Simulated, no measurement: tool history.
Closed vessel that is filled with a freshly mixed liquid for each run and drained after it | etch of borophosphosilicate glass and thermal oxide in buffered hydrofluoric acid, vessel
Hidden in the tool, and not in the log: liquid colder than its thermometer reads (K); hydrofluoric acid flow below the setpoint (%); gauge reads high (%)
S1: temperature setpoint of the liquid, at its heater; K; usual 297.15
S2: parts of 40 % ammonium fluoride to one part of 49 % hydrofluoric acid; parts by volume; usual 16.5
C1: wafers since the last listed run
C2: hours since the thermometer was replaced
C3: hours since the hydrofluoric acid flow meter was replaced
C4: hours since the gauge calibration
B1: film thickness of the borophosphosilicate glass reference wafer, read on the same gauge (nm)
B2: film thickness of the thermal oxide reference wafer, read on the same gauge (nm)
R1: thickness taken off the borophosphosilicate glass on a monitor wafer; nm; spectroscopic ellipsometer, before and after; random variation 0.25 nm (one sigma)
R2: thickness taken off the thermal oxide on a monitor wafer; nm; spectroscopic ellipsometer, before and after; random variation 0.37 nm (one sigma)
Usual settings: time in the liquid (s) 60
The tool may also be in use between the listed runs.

{"run": 1, "hour": 0.0, "S1": 297.15, "S2": 13.0, "time in the liquid (s)": 60, "C1": 0, "C2": 714.0, "C3": 949.5, "C4": 514.3, "B1": 130.01, "B2": 49.97, "R1": 98.42, "R2": 52.57}
{"run": 2, "hour": 16.5, "S1": 297.15, "S2": 13.0, "time in the liquid (s)": 60, "C1": 1201, "C2": 730.5, "C3": 966.0, "C4": 530.8, "B1": 129.98, "B2": 49.99, "R1": 97.6, "R2": 52.0}
{"run": 3, "hour": 28.9, "S1": 297.15, "S2": 13.0, "time in the liquid (s)": 60, "C1": 902, "C2": 742.9, "C3": 978.4, "C4": 543.2, "B1": 129.97, "B2": 50.03, "R1": 97.14, "R2": 51.59}
{"run": 4, "hour": 60.8, "S1": 297.15, "S2": 16.5, "time in the liquid (s)": 60, "C1": 2322, "C2": 774.8, "C3": 1010.3, "C4": 575.1, "B1": 130.01, "B2": 49.99, "R1": 77.56, "R2": 41.35}
{"run": 5, "hour": 96.8, "S1": 297.15, "S2": 16.5, "time in the liquid (s)": 60, "C1": 2620, "C2": 810.8, "C3": 1046.3, "C4": 611.1, "B1": 130.0, "B2": 50.0, "R1": 76.7, "R2": 40.6}
{"run": 6, "hour": 112.6, "S1": 297.15, "S2": 16.5, "time in the liquid (s)": 60, "C1": 1150, "C2": 826.6, "C3": 1062.1, "C4": 626.9, "B1": 129.98, "B2": 50.01, "R1": 76.41, "R2": 40.82}
{"run": 7, "hour": 128.1, "S1": 297.15, "S2": 16.5, "time in the liquid (s)": 60, "C1": 1128, "C2": 842.1, "C3": 1077.6, "C4": 642.4, "B1": 130.01, "B2": 50.06, "R1": 76.61, "R2": 40.66}
{"run": 8, "hour": 154.0, "S1": 297.15, "S2": 16.5, "time in the liquid (s)": 60, "C1": 1885, "C2": 868.0, "C3": 1103.5, "C4": 668.3, "B1": 129.98, "B2": 49.95, "R1": 77.01, "R2": 40.94}
{"run": 9, "hour": 171.6, "S1": 297.15, "S2": 16.5, "time in the liquid (s)": 60, "C1": 1281, "C2": 885.6, "C3": 1121.1, "C4": 685.9, "B1": 129.96, "B2": 49.95, "R1": 76.24, "R2": 40.94}
{"run": 10, "hour": 229.9, "S1": 297.15, "S2": 16.5, "time in the liquid (s)": 60, "C1": 4244, "C2": 943.9, "C3": 1179.4, "C4": 744.2, "B1": 130.03, "B2": 49.97, "R1": 76.06, "R2": 40.36}
{"hour": 259.6, "done": "gauge calibrated"}
{"run": 11, "hour": 263.1, "S1": 295.65, "S2": 11.0, "time in the liquid (s)": 35, "C1": 2417, "C2": 977.1, "C3": 1212.6, "C4": 3.5, "B1": 130.03, "B2": 49.97, "R1": 61.38, "R2": 32.58}
{"run": 12, "hour": 277.7, "S1": 297.15, "S2": 16.5, "time in the liquid (s)": 45, "C1": 1062, "C2": 991.7, "C3": 1227.2, "C4": 18.1, "B1": 130.03, "B2": 50.01, "R1": 56.96, "R2": 30.22}
{"hour": 293.6, "done": "hydrofluoric acid flow meter replaced"}
{"run": 13, "hour": 294.4, "S1": 297.15, "S2": 16.5, "time in the liquid (s)": 60, "C1": 1143, "C2": 1008.4, "C3": 0.8, "C4": 34.8, "B1": 129.98, "B2": 50.03, "R1": 78.29, "R2": 41.79}
{"run": 14, "hour": 313.7, "S1": 297.15, "S2": 15.0, "time in the liquid (s)": 60, "C1": 1405, "C2": 1027.7, "C3": 20.1, "C4": 54.1, "B1": 129.98, "B2": 49.98, "R1": 86.01, "R2": 44.91}
{"hour": 336.3, "done": "thermometer replaced"}
{"run": 15, "hour": 337.1, "S1": 302.15, "S2": 14.5, "time in the liquid (s)": 45, "C1": 1630, "C2": 0.8, "C3": 43.5, "C4": 77.5, "B1": 130.02, "B2": 50.01, "R1": 89.86, "R2": 48.61}
{"run": 16, "hour": 357.8, "S1": 297.15, "S2": 19.0, "time in the liquid (s)": 60, "C1": 1507, "C2": 21.5, "C3": 64.2, "C4": 98.2, "B1": 130.01, "B2": 50.03, "R1": 70.11, "R2": 37.1}
{"run": 17, "hour": 386.2, "S1": 293.65, "S2": 20.5, "time in the liquid (s)": 35, "C1": 2067, "C2": 49.9, "C3": 92.6, "C4": 126.6, "B1": 130.02, "B2": 49.99, "R1": 31.6, "R2": 17.0}
{"run": 18, "hour": 421.6, "S1": 297.15, "S2": 16.5, "time in the liquid (s)": 45, "C1": 2577, "C2": 85.3, "C3": 128.0, "C4": 162.0, "B1": 129.99, "B2": 49.97, "R1": 60.54, "R2": 32.2}
{"run": 19, "hour": 477.4, "S1": 297.15, "S2": 12.5, "time in the liquid (s)": 60, "C1": 4062, "C2": 141.1, "C3": 183.8, "C4": 217.8, "B1": 129.99, "B2": 50.01, "R1": 105.48, "R2": 56.3}
{"run": 20, "hour": 505.3, "S1": 295.65, "S2": 12.0, "time in the liquid (s)": 90, "C1": 2031, "C2": 169.0, "C3": 211.7, "C4": 245.7, "B1": 130.01, "B2": 50.01, "R1": 152.43, "R2": 82.05}
{"run": 21, "hour": 521.6, "S1": 297.15, "S2": 14.0, "time in the liquid (s)": 50, "C1": 1186, "C2": 185.3, "C3": 228.0, "C4": 262.0, "B1": 129.98, "B2": 50.0, "R1": 79.12, "R2": 41.77}
{"run": 22, "hour": 542.5, "S1": 297.15, "S2": 14.0, "time in the liquid (s)": 60, "C1": 1521, "C2": 206.2, "C3": 248.9, "C4": 282.9, "B1": 130.01, "B2": 50.01, "R1": 93.96, "R2": 50.14}
{"run": 23, "hour": 558.3, "S1": 301.65, "S2": 21.5, "time in the liquid (s)": 50, "C1": 1150, "C2": 222.0, "C3": 264.7, "C4": 298.7, "B1": 129.99, "B2": 50.02, "R1": 66.83, "R2": 35.81}
{"run": 24, "hour": 642.0, "S1": 297.15, "S2": 13.5, "time in the liquid (s)": 45, "C1": 6093, "C2": 305.7, "C3": 348.4, "C4": 382.4, "B1": 129.94, "B2": 49.97, "R1": 72.44, "R2": 38.87}

Forecast run 25:
{"run": 25, "hour": 669.3, "S1": 297.15, "S2": 15.0, "time in the liquid (s)": 70, "C1": 1987, "C2": 333.0, "C3": 375.7, "C4": 409.7, "B1": "?", "B2": "?", "R1": "?", "R2": "?"}

{"run 25": {"B1": 130.01, "B2": 49.95, "R1": 101.21, "R2": 54.32}}
Without the tool's hidden state the same run would have given R1 104.25 nm, R2 55.96 nm.

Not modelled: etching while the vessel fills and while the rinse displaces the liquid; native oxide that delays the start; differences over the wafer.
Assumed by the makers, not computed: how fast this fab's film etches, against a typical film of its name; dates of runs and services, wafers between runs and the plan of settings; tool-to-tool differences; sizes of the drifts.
